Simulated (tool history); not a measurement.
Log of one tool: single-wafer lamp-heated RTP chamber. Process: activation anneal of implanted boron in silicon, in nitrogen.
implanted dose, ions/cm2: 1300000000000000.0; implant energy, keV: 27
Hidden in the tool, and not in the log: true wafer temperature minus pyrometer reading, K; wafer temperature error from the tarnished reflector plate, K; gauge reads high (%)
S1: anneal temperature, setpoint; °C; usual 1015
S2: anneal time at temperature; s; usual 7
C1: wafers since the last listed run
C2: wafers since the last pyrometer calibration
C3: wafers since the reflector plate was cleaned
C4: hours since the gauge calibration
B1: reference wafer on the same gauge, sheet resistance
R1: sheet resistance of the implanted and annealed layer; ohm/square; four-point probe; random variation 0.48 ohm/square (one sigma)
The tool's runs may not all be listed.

run,hour,S1,S2,C1,C2,C3,C4,B1,R1
1,0.0,1024,7,0,2836,4598,5.4,104.20,90.91
2,26.1,1024,7,357,3193,4956,31.5,104.36,91.06
3,49.6,1008,7,321,3515,5277,55.0,104.25,94.62
4,68.7,1008,7,261,3776,5539,74.1,104.50,94.84
5,103.4,1008,7,475,4251,6014,108.8,104.12,94.63
6,134.5,1015,7,425,4677,6439,139.9,104.27,92.86
7,147.3,1015,7,175,4852,6615,152.7,104.56,93.78
# hour 174.5: pyrometer window cleaned and pyrometer calibrated
8,175.0,1015,7,269,6,6884,180.4,104.14,93.51
9,197.0,1015,4,301,307,7186,202.4,104.36,93.93
10,220.7,1015,4,324,631,7510,226.1,104.56,94.99
11,235.6,1001,4,203,835,7714,241.0,104.31,98.23
12,270.8,1039,8,481,1317,8196,276.2,104.51,89.90
# hour 293.1: gauge calibrated
13,298.2,1015,4,375,1692,8571,5.1,104.43,94.29
14,319.1,1015,7,286,1978,8857,26.0,104.22,92.51
# hour 336.5: reflector plate cleaned
15,346.3,1030,9,262,2241,134,53.2,104.18,90.52
16,363.7,999,7,238,2479,372,70.6,104.46,97.58
17,398.4,995,3,475,2954,847,105.3,104.37,102.55
18,415.8,1027,9,238,3193,1085,122.7,104.40,91.08
19,446.8,1037,11,424,3617,1510,153.7,104.54,90.04
20,467.3,1026,8,280,3898,1790,174.2,104.42,91.33
21,502.2,1035,5,477,4375,2268,209.1,104.49,91.15

What the log doesn't show, run by run:
true wafer temperature minus pyrometer reading, K: 0 in every run
wafer temperature error from the tarnished reflector plate, K: 0 in every run
gauge reads high (%): 0 in every run
